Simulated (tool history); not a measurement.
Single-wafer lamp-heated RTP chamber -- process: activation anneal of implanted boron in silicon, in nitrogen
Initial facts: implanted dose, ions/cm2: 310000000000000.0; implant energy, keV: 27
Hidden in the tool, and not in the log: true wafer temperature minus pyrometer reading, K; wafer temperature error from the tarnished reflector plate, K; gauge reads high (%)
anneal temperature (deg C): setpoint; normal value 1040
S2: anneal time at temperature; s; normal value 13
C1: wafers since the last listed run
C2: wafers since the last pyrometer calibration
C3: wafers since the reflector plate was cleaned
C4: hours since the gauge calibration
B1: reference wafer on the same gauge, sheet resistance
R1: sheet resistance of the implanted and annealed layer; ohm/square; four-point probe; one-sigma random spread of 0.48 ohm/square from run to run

Run 1, hour 0.0: usual settings; C1 0; C2 2255; C3 3252; C4 735.6; B1 344.32. Result: R1 317.75 ohm/square.
Run 2, hour 41.8: usual settings; C1 404; C2 2659; C3 3656; C4 777.4; B1 344.00. Result: R1 318.47 ohm/square.
At hour 57.0: gauge calibrated.
At hour 77.2: reflector plate cleaned.
Run 3, hour 90.1: usual settings; C1 389; C2 3049; C3 124; C4 33.1; B1 347.15. Result: R1 319.59 ohm/square.
Run 4, hour 116.5: usual settings but anneal temperature (deg C) 1051; C1 255; C2 3304; C3 379; C4 59.5; B1 347.27. Result: R1 320.40 ohm/square.
Run 5, hour 181.3: usual settings but anneal temperature (deg C) 1051; C1 626; C2 3930; C3 1006; C4 124.3; B1 347.00. Result: R1 319.83 ohm/square.
Run 6, hour 225.2: usual settings; C1 424; C2 4355; C3 1430; C4 168.2; B1 347.03. Result: R1 320.37 ohm/square.
Run 7, hour 255.7: usual settings; C1 294; C2 4650; C3 1725; C4 198.7; B1 347.01. Result: R1 320.19 ohm/square.
Run 8, hour 303.8: usual settings; C1 465; C2 5115; C3 2190; C4 246.8; B1 346.85. Result: R1 319.43 ohm/square.
At hour 347.4: pyrometer window cleaned and pyrometer calibrated.
Run 9, hour 347.8: usual settings but anneal temperature (deg C) 1051, S2 7 s; C1 348; C2 3; C3 2538; C4 290.8; B1 346.87. Result: R1 320.24 ohm/square.
Run 10, hour 414.8: usual settings; C1 647; C2 651; C3 3186; C4 357.8; B1 346.60. Result: R1 320.26 ohm/square.
Run 11, hour 469.3: usual settings; C1 526; C2 1178; C3 3713; C4 412.3; B1 346.50. Result: R1 319.05 ohm/square.
At hour 517.3: reflector plate cleaned.
Run 12, hour 540.9: usual settings; C1 614; C2 1793; C3 227; C4 483.9; B1 345.93. Result: R1 320.54 ohm/square.
Run 13, hour 571.9: usual settings; C1 299; C2 2093; C3 527; C4 514.9; B1 346.00. Result: R1 319.23 ohm/square.
Run 14, hour 599.4: usual settings but anneal temperature (deg C) 1017, S2 20 s; C1 265; C2 2359; C3 793; C4 542.4; B1 345.73. Result: R1 320.92 ohm/square.
Run 15, hour 630.0: usual settings but anneal temperature (deg C) 1068, S2 6 s; C1 295; C2 2654; C3 1089; C4 573.0; B1 345.49. Result: R1 319.30 ohm/square.
Run 16, hour 663.3: usual settings but anneal temperature (deg C) 1062, S2 15 s; C1 321; C2 2976; C3 1411; C4 606.3; B1 345.36. Result: R1 317.12 ohm/square.
Run 17, hour 699.4: usual settings but anneal temperature (deg C) 1018, S2 7 s; C1 349; C2 3325; C3 1760; C4 642.4; B1 345.23. Result: R1 322.31 ohm/square.
Run 18, hour 756.5: usual settings; C1 552; C2 3877; C3 2312; C4 699.5; B1 344.91. Result: R1 317.56 ohm/square.
Run 19, hour 827.2: usual settings; C1 683; C2 4561; C3 2995; C4 770.2; B1 344.41. Result: R1 317.79 ohm/square.
Run 20, hour 857.4: usual settings but anneal temperature (deg C) 1051; C1 291; C2 4853; C3 3287; C4 800.4; B1 344.20. Result: R1 317.90 ohm/square.
Run 21, hour 883.8: usual settings but anneal temperature (deg C) 1069, S2 10 s; C1 255; C2 5108; C3 3543; C4 826.8; B1 343.86. Result: R1 317.12 ohm/square.
At hour 920.9: pyrometer window cleaned and pyrometer calibrated.
Run 22, hour 921.3: usual settings but anneal temperature (deg C) 1050, S2 18 s; C1 285; C2 3; C3 3828; C4 864.3; B1 343.70. Result: R1 315.95 ohm/square.
At hour 937.2: gauge calibrated.
At hour 976.0: reflector plate cleaned.
Run 23, hour 976.5: usual settings but anneal temperature (deg C) 1061, S2 7 s; C1 456; C2 459; C3 5; C4 39.3; B1 347.51. Result: R1 320.16 ohm/square.
Run 24, hour 1008.9: usual settings but anneal temperature (deg C) 1066; C1 313; C2 773; C3 318; C4 71.7; B1 347.37. Result: R1 319.19 ohm/square.
Run 25, hour 1056.9: usual settings; C1 464; C2 1237; C3 782; C4 119.7; B1 347.27. Result: R1 320.38 ohm/square.
Run 26, hour 1204.4: usual settings but anneal temperature (deg C) 1053, S2 10 s; C1 1426; C2 2663; C3 2208; C4 267.2; B1 347.11. Result: R1 319.76 ohm/square.
Run 27, hour 1241.2: usual settings but anneal temperature (deg C) 1010; C1 355; C2 3019; C3 2564; C4 304.0; B1 346.90. Result: R1 324.57 ohm/square.

5 options for the next run, each taken on its own from the tool as it stands now. Forecast them:
Run A, hour 1241.6: usual settings; C1 3; C2 3022; C3 2568; C4 304.4; B1 ?. Result: R1 ?.
Run B, hour 1241.6: usual settings but anneal temperature (deg C) 1017, S2 18 s; C1 3; C2 3022; C3 2568; C4 304.4; B1 ?. Result: R1 ?.
Run C, hour 1241.6: usual settings but anneal temperature (deg C) 1017; C1 3; C2 3022; C3 2568; C4 304.4; B1 ?. Result: R1 ?.
Run D, hour 1241.6: usual settings but anneal temperature (deg C) 1019, S2 19 s; C1 3; C2 3022; C3 2568; C4 304.4; B1 ?. Result: R1 ?.
Run E, hour 1241.6: usual settings but S2 19 s; C1 3; C2 3022; C3 2568; C4 304.4; B1 ?. Result: R1 ?.

run      B1      R1
  A  346.99  319.81
  B  346.99  321.80
  C  346.99  322.65
  D  346.99  321.34
  E  346.99  319.10
Stripped of hidden state, with their random variation kept, the same runs would have yielded:
run      R1
  A  319.87
  B  321.86
  C  322.71
  D  321.40
  E  319.16

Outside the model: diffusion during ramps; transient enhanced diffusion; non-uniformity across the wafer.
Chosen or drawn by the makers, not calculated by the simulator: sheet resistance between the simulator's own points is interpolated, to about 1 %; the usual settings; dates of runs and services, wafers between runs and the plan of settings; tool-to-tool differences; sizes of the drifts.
